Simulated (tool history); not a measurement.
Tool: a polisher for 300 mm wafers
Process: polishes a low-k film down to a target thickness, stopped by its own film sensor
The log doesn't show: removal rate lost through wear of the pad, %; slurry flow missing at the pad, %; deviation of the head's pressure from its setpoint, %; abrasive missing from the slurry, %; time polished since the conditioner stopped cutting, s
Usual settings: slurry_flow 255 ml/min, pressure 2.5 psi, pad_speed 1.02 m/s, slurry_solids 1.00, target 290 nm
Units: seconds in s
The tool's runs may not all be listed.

run,hour,slurry_flow,pressure,pad_speed,slurry_solids,target,wafers since the last listed run,wafers polished on this pad,hours since the slurry nozzle was cleaned,hours since the head pressure was calibrated,hours since the slurry blender was calibrated,hours since the conditioning disc was replaced,"incoming thickness of the incoming film, nm",seconds
1,0.0,255,2.3,1.02,1.00,290,0,1625,367.7,426.4,12.2,394.2,339.7,98.9
# hour 21.7: head pressure recalibrated
# hour 43.6: slurry nozzle cleaned
# hour 44.0: conditioning disc replaced and pad reconditioned
2,85.7,255,2.5,1.02,1.00,290,630,2255,42.1,64.0,97.9,41.7,346.1,108.1
3,126.8,255,2.5,1.02,1.00,290,314,2570,83.2,105.1,139.0,82.8,340.7,102.5
# hour 141.0: worn pad replaced by a new one
4,179.6,255,2.5,1.02,0.85,284,373,295,136.0,157.9,191.8,135.6,335.3,113.8
5,230.2,255,2.5,1.02,0.85,284,387,683,186.6,208.5,242.4,186.2,338.1,117.7
6,269.1,255,2.5,1.02,1.00,290,298,981,225.5,247.4,281.3,225.1,342.1,108.1
7,311.0,255,2.5,1.02,1.00,290,321,1302,267.4,289.3,323.2,267.0,342.5,111.2
8,349.2,255,2.5,1.02,1.00,290,292,1595,305.6,327.5,361.4,305.2,344.8,112.5
9,386.3,195,2.5,1.02,1.00,290,284,1879,342.7,364.6,398.5,342.3,343.5,117.8
# hour 408.5: conditioning disc replaced and pad reconditioned
# hour 443.1: slurry blender recalibrated
10,446.0,195,2.5,1.02,1.00,290,426,2306,402.4,424.3,2.9,37.5,334.5,85.6
# hour 447.5: slurry nozzle cleaned
# hour 494.0: head pressure recalibrated
11,494.5,255,2.5,1.02,0.85,290,348,2655,47.0,0.5,51.4,86.0,339.3,101.0
# hour 560.2: worn pad replaced by a new one
# hour 778.2: conditioning disc replaced and pad reconditioned
12,814.0,255,2.5,1.02,0.85,290,2402,1928,366.5,320.0,370.9,35.8,344.6,128.3
# hour 856.6: head pressure recalibrated
# hour 882.3: slurry blender recalibrated
# hour 917.9: slurry nozzle cleaned
# hour 941.1: worn pad replaced by a new one
13,1136.1,255,3.3,1.28,1.25,307,2399,1493,218.2,279.5,253.8,357.9,337.5,36.9
# hour 1166.5: conditioning disc replaced and pad reconditioned
14,1199.6,305,2.5,0.82,0.90,290,471,1965,281.7,343.0,317.3,33.1,343.0,131.9
# hour 1293.0: worn pad replaced by a new one
# hour 1293.5: head pressure recalibrated
15,1301.7,175,3.1,0.74,1.00,290,747,62,383.8,8.2,419.4,135.2,339.4,107.4
# hour 1350.2: slurry blender recalibrated
16,1372.5,210,1.9,0.68,1.00,290,527,589,454.6,79.0,22.3,206.0,344.6,180.3
# hour 1391.3: slurry nozzle cleaned
17,1463.8,255,2.9,0.86,1.00,290,691,1281,72.5,170.3,113.6,297.3,342.4,98.9
18,1501.6,255,2.2,1.12,1.10,290,289,1571,110.3,208.1,151.4,335.1,346.3,118.2
19,1600.0,255,3.3,1.20,1.20,306,753,2325,208.7,306.5,249.8,433.5,338.2,41.3
# hour 1605.2: conditioning disc replaced and pad reconditioned
# hour 1645.1: worn pad replaced by a new one
# hour 1668.6: head pressure recalibrated
20,1675.6,175,3.1,0.74,1.00,290,517,218,284.3,7.0,325.4,70.4,341.2,110.7
21,1752.7,255,2.1,1.02,0.75,290,590,809,361.4,84.1,402.5,147.5,338.2,141.3
# hour 1812.9: slurry blender recalibrated
22,1835.0,340,2.2,1.02,1.00,276,615,1424,443.7,166.4,22.1,229.8,342.9,137.1
# hour 1857.1: slurry nozzle cleaned
23,1896.9,255,2.5,1.02,1.00,290,466,1890,39.8,228.3,84.0,291.7,340.0,96.8
24,1987.6,255,2.9,1.34,1.00,290,694,2585,130.5,319.0,174.7,382.4,335.4,66.1
# hour 2009.2: conditioning disc replaced and pad reconditioned
# hour 2011.6: worn pad replaced by a new one
25,2067.9,330,2.2,1.02,0.80,290,582,431,210.8,399.3,255.0,58.7,335.6,119.2

The tool's hidden state at each run:
removal rate lost through wear of the pad, %: 0 in every run
slurry flow missing at the pad, %: 0 in every run
deviation of the head's pressure from its setpoint, %: 0 in every run
time polished since the conditioner stopped cutting, s: 0 in every run
H1: abrasive missing from the slurry, %
run,H1
1,3.37
2,14
3,17.1
4,20.1
5,22
6,23
7,23.9
8,24.5
9,24.9
10,1.78
11,9.05
12,24.6
13,22.6
14,24.1
15,25.4
16,7.19
17,17.5
18,20.1
19,24.4
20,26.1
21,27.1
22,4.83
23,12.5
24,19.1
25,22.2
